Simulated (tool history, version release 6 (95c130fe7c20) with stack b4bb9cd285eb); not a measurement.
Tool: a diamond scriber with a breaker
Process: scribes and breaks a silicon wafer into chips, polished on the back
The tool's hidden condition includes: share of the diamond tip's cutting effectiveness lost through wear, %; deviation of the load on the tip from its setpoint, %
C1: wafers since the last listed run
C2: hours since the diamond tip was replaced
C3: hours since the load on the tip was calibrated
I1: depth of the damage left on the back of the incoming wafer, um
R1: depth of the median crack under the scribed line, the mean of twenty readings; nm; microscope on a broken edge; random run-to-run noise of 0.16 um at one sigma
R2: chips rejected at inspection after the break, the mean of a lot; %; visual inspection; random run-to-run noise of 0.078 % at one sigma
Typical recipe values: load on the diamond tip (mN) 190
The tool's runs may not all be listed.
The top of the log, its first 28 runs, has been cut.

{"run": 29, "hour": 737.9, "load on the diamond tip (mN)": 244, "C1": 71, "C2": 233.6, "C3": 405.6, "I1": 0.01, "R1": 16810, "R2": 5.56}
{"run": 30, "hour": 767.6, "load on the diamond tip (mN)": 212, "C1": 67, "C2": 263.3, "C3": 435.3, "I1": 0.02, "R1": 14630, "R2": 1.43}
{"run": 31, "hour": 787.5, "load on the diamond tip (mN)": 190, "C1": 44, "C2": 283.2, "C3": 455.2, "I1": 0.03, "R1": 13100, "R2": 2.83}
{"run": 32, "hour": 802.6, "load on the diamond tip (mN)": 229, "C1": 34, "C2": 298.3, "C3": 470.3, "I1": 0.02, "R1": 15680, "R2": 2.83}
{"run": 33, "hour": 828.3, "load on the diamond tip (mN)": 220, "C1": 58, "C2": 324.0, "C3": 496.0, "I1": 0.02, "R1": 14980, "R2": 1.71}
{"hour": 848.9, "done": "load on the tip recalibrated"}
{"run": 34, "hour": 859.0, "load on the diamond tip (mN)": 190, "C1": 64, "C2": 354.7, "C3": 10.1, "I1": 0.04, "R1": 12930, "R2": 3.84}
{"run": 35, "hour": 881.7, "load on the diamond tip (mN)": 146, "C1": 51, "C2": 377.4, "C3": 32.8, "I1": 0.04, "R1": 9660, "R2": 25.06}
{"run": 36, "hour": 961.0, "load on the diamond tip (mN)": 190, "C1": 179, "C2": 456.7, "C3": 112.1, "I1": 0.05, "R1": 12730, "R2": 3.9}
{"run": 37, "hour": 993.8, "load on the diamond tip (mN)": 235, "C1": 74, "C2": 489.5, "C3": 144.9, "I1": 0.02, "R1": 15490, "R2": 2.74}
{"run": 38, "hour": 1028.0, "load on the diamond tip (mN)": 190, "C1": 77, "C2": 523.7, "C3": 179.1, "I1": 0.04, "R1": 12690, "R2": 4.02}
{"run": 39, "hour": 1040.9, "load on the diamond tip (mN)": 174, "C1": 29, "C2": 536.6, "C3": 192.0, "I1": 0.04, "R1": 11810, "R2": 10.2}
{"run": 40, "hour": 1061.4, "load on the diamond tip (mN)": 245, "C1": 46, "C2": 557.1, "C3": 212.5, "I1": 0.02, "R1": 16180, "R2": 3.52}
{"run": 41, "hour": 1092.4, "load on the diamond tip (mN)": 155, "C1": 70, "C2": 588.1, "C3": 243.5, "I1": 0.03, "R1": 10260, "R2": 22.61}
{"run": 42, "hour": 1108.7, "load on the diamond tip (mN)": 237, "C1": 36, "C2": 604.4, "C3": 259.8, "I1": 0.02, "R1": 15410, "R2": 2.61}
{"run": 43, "hour": 1128.0, "load on the diamond tip (mN)": 143, "C1": 43, "C2": 623.7, "C3": 279.1, "I1": 0.02, "R1": 9250, "R2": 31.13}

Alternative continuations, all from the tool just after run 43; predict every row:
{"run": "A", "hour": 1128.6, "load on the diamond tip (mN)": 190, "C1": 1, "C2": 624.3, "C3": 279.7, "I1": 0.05, "R1": "?", "R2": "?"}
{"run": "B", "hour": 1128.6, "load on the diamond tip (mN)": 207, "C1": 1, "C2": 624.3, "C3": 279.7, "I1": 0.05, "R1": "?", "R2": "?"}
{"run": "C", "hour": 1128.6, "load on the diamond tip (mN)": 230, "C1": 1, "C2": 624.3, "C3": 279.7, "I1": 0.05, "R1": "?", "R2": "?"}

run=A R1=12660 R2=5.05
run=B R1=13740 R2=2.06
run=C R1=15130 R2=2.01
Without the tool's hidden state the same runs would have given:
run=A R1=14440 R2=1.55
run=B R1=15670 R2=2.92
run=C R1=17260 R2=7.92

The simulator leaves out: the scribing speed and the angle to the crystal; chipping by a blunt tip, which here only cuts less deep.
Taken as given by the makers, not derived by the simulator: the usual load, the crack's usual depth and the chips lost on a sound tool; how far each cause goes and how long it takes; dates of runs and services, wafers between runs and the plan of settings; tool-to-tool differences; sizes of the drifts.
